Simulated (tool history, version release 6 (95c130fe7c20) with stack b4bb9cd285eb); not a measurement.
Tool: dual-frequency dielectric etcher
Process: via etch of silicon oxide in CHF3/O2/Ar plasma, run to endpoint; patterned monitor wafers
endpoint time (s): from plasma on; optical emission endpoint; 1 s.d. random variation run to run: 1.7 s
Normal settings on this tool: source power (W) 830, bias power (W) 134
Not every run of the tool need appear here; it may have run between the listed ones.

| run | hour | source power (W) | bias power (W) | wafers since the last listed run | hours since the last wet clean | hours since the last source power generator calibration | hours since the last bias power generator calibration | hours since the last upper electrode change | incoming incoming film thickness, nm | endpoint time (s) |
|---|---|---|---|---|---|---|---|---|---|---|
| 1 | 0 | 830 | 134 | 0 | 362.5 | 2669.2 | 1946.1 | 5138.1 | 476 | 247.3 |
| 2 | 67.9 | 830 | 134 | 283 | 430.4 | 2737.1 | 2014 | 5206 | 475.5 | 242.7 |
| 3 | 103.3 | 830 | 134 | 148 | 465.8 | 2772.5 | 2049.4 | 5241.4 | 472.9 | 239.9 |
| 4 | 147.3 | 830 | 124 | 183 | 509.8 | 2816.5 | 2093.4 | 5285.4 | 476.3 | 245.9 |
| 5 | 180.5 | 830 | 134 | 138 | 543 | 2849.7 | 2126.6 | 5318.6 | 473.5 | 238.8 |
| 6 | 213.9 | 830 | 134 | 139 | 576.4 | 2883.1 | 2160 | 5352 | 475.2 | 238.7 |
|  | 266.9 | wet clean of the chamber |
| 7 | 270.3 | 830 | 134 | 135 | 3.4 | 2939.5 | 2216.4 | 5408.4 | 475.2 | 251.5 |
| 8 | 315.5 | 830 | 134 | 188 | 48.6 | 2984.7 | 2261.6 | 5453.6 | 473.8 | 249.6 |
| 9 | 343.5 | 960 | 134 | 117 | 76.6 | 3012.7 | 2289.6 | 5481.6 | 474.1 | 234 |
| 10 | 396 | 830 | 110 | 219 | 129.1 | 3065.2 | 2342.1 | 5534.1 | 473.8 | 259.3 |
|  | 416.8 | source power generator calibrated |
| 11 | 449.1 | 830 | 110 | 205 | 182.2 | 32.3 | 2395.2 | 5587.2 | 480.7 | 260.8 |
|  | 493.1 | bias power generator calibrated |
| 12 | 505 | 830 | 134 | 217 | 238.1 | 88.2 | 11.9 | 5643.1 | 479.5 | 247.8 |
| 13 | 550.6 | 830 | 134 | 190 | 283.7 | 133.8 | 57.5 | 5688.7 | 473.3 | 245.3 |
| 14 | 583.2 | 900 | 118 | 136 | 316.3 | 166.4 | 90.1 | 5721.3 | 477.8 | 244.9 |
|  | 635.9 | upper electrode replaced |
| 15 | 636.4 | 980 | 156 | 122 | 369.5 | 219.6 | 143.3 | 0.5 | 476.1 | 223.4 |
| 16 | 665.4 | 830 | 134 | 121 | 398.5 | 248.6 | 172.3 | 29.5 | 472.2 | 236.9 |
| 17 | 698.3 | 750 | 110 | 137 | 431.4 | 281.5 | 205.2 | 62.4 | 477.1 | 262.7 |
| 18 | 726.4 | 830 | 134 | 117 | 459.5 | 309.6 | 233.3 | 90.5 | 474.8 | 240.4 |
|  | 781.9 | wet clean of the chamber |
| 19 | 782.4 | 670 | 145 | 133 | 0.5 | 365.6 | 289.3 | 146.5 | 471.6 | 270.8 |
| 20 | 830.2 | 830 | 134 | 199 | 48.3 | 413.4 | 337.1 | 194.3 | 477.1 | 251.7 |
| 21 | 951 | 1000 | 123 | 505 | 169.1 | 534.2 | 457.9 | 315.1 | 474 | 237 |
| 22 | 1005.3 | 630 | 124 | 227 | 223.4 | 588.5 | 512.2 | 369.4 | 475.8 | 284.5 |
| 23 | 1033.8 | 830 | 134 | 119 | 251.9 | 617 | 540.7 | 397.9 | 474.4 | 249.7 |
| 24 | 1100.4 | 830 | 134 | 278 | 318.5 | 683.6 | 607.3 | 464.5 | 468.9 | 244.5 |
| 25 | 1125.6 | 930 | 124 | 105 | 343.7 | 708.8 | 632.5 | 489.7 | 471.9 | 239.2 |
| 26 | 1163 | 900 | 125 | 156 | 381.1 | 746.2 | 669.9 | 527.1 | 473.5 | 240 |
| 27 | 1205.5 | 680 | 152 | 177 | 423.6 | 788.7 | 712.4 | 569.6 | 477.1 | 253.6 |
|  | 1278.4 | wet clean of the chamber |
| 28 | 1278.9 | 690 | 161 | 206 | 0.5 | 862.1 | 785.8 | 643 | 475.2 | 262.5 |

What if the next run were any one of these 5? Each begins from the tool's condition after run 28:
| A | 1279.4 | 830 | 134 | 2 | 1 | 862.6 | 786.3 | 643.5 | 472.2 | ? |
| B | 1279.4 | 1030 | 113 | 2 | 1 | 862.6 | 786.3 | 643.5 | 472.2 | ? |
| C | 1279.4 | 760 | 143 | 2 | 1 | 862.6 | 786.3 | 643.5 | 472.2 | ? |
| D | 1279.4 | 690 | 143 | 2 | 1 | 862.6 | 786.3 | 643.5 | 472.2 | ? |
| E | 1279.4 | 1040 | 121 | 2 | 1 | 862.6 | 786.3 | 643.5 | 472.2 | ? |

| run | endpoint time (s) |
|---|---|
| A | 257.3 |
| B | 245.7 |
| C | 262.1 |
| D | 272 |
| E | 241.2 |
The same runs, with their run-to-run variation unchanged, on a tool lacking any hidden condition would have given:
| run | endpoint time (s) |
|---|---|
| A | 256.8 |
| B | 245.2 |
| C | 261.6 |
| D | 271.4 |
| E | 240.7 |

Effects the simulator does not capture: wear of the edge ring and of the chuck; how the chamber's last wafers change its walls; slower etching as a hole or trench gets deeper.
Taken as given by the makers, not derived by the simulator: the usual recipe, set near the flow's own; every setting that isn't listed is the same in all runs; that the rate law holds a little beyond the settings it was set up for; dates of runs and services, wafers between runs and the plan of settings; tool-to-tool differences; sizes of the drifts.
